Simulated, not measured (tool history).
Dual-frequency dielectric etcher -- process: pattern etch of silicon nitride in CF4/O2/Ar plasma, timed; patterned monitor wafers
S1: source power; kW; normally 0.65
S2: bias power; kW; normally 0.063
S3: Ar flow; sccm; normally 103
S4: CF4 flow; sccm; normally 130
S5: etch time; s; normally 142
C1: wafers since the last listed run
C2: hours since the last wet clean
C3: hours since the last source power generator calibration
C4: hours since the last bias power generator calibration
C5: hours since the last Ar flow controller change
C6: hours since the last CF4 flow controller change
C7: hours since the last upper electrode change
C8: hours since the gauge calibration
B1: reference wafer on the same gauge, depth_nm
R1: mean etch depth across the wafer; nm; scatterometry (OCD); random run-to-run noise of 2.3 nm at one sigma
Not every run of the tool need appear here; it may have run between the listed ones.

run   hour    S1     S2   S3   S4     S5   C1     C2      C3      C4      C5     C6     C7     C8     B1     R1
  1      0  0.65  0.063  103  130    167    0  339.5  2622.8    2989  4697.8   37.5   27.3  230.9  394.7  413.9
  2    9.2  0.65  0.063  103  130    167   65  348.7    2632  2998.2    4707   46.7   36.5  240.1  394.7  415.5
      37.1  -- wet clean of the chamber
  3   37.6  0.65  0.077  103  156  121.5   31    0.5  2660.4  3026.6  4735.4   75.1   64.9  268.5  394.8  338.5
  4     38  0.57  0.077   95  130    156    2    0.9  2660.8    3027  4735.8   75.5   65.3  268.9  394.4  379.2
      45.8  -- source power generator calibrated
  5   46.3  0.65  0.063  103  130    142   30    9.2     0.5  3035.3  4744.1   83.8   73.6  277.2  394.7  366.9
  6   59.2  0.65  0.063   83  130  174.5   91   22.1    13.4  3048.2    4757   96.7   86.5  290.1  395.1  453.5
      72.5  -- Ar flow controller replaced
  7   74.8  0.65  0.063  103  118  121.5   67   37.7      29  3063.8     2.3  112.3  102.1  305.7    395  308.2
  8  123.9  0.55  0.063  103  130    142  347   86.8    78.1  3112.9    51.4  161.4  151.2  354.8  394.8    307
     133.9  -- bias power generator calibrated
  9  134.4   0.8  0.063  103  130    142   45   97.3    88.6     0.5    61.9  171.9  161.7  365.3  394.2  443.2
 10  144.5  0.77  0.063  116  130    142   71  107.4    98.7    10.6      72    182  171.8  375.4  395.9  415.5
 11  159.5  0.65  0.063  103  130    142  106  122.4   113.7    25.6      87    197  186.8  390.4  394.8  360.7
 12  173.5   0.7  0.063  103  130    142   99  136.4   127.7    39.6     101    211  200.8  404.4    394  389.9
     177.4  -- gauge calibrated
 13  186.6  0.65  0.063  115  130    142   92  149.5   140.8    52.7   114.1  224.1  213.9    9.2    394  356.4
 14  203.1   0.5  0.071  103  130    142  116    166   157.3    69.2   130.6  240.6  230.4   25.7  395.6    287
 15  216.3  0.65  0.063  103  130    142   93  179.2   170.5    82.4   143.8  253.8  243.6   38.9  393.6  354.9
 16  225.2  0.65  0.063  103  130  180.5   62  188.1   179.4    91.3   152.7  262.7  252.5   47.8  395.2  453.1
 17  242.8  0.65  0.078  103  130  112.5  124  205.7     197   108.9   170.3  280.3  270.1   65.4  395.2  304.3
 18  256.2  0.57  0.063   78  130    142   94  219.1   210.4   122.3   183.7  293.7  283.5   78.8  394.7  319.7
 19  268.2  0.72  0.063  103  130    173   84  231.1   222.4   134.3   195.7  305.7  295.5   90.8  395.1  476.7
 20  282.6  0.65  0.063  103  108    142  101  245.5   236.8   148.7   210.1  320.1  309.9  105.2  395.1  348.3

Describe how what the log doesn't record of the tool's condition differs between the last listed run preceding each entry between runs and the first listed run following it.
Run 2 -> run 3: wet clean of the chamber (hour 37.1)
  etch rate over this chamber's usual, %: -3.55 -> 0.0594
  measured result minus the result with no hidden state, R1: -15.3 -> +0.2 nm
Run 4 -> run 5: source power generator calibrated (hour 45.8)
  etch rate over this chamber's usual, %: 0.0545 -> -0.0465
  measured result minus the result with no hidden state, R1: +0.2 -> -0.2 nm
Run 6 -> run 7: Ar flow controller replaced (hour 72.5)
  etch rate over this chamber's usual, %: -0.204 -> -0.393
  measured result minus the result with no hidden state, R1: -0.9 -> -1.3 nm
Run 8 -> run 9: bias power generator calibrated (hour 133.9)
  etch rate over this chamber's usual, %: -0.991 -> -1.12
  measured result minus the result with no hidden state, R1: -3.1 -> -5 nm
Run 12 -> run 13: gauge calibrated (hour 177.4)
  etch rate over this chamber's usual, %: -1.59 -> -1.75
  measured result minus the result with no hidden state, R1: -6.4 -> -6.3 nm
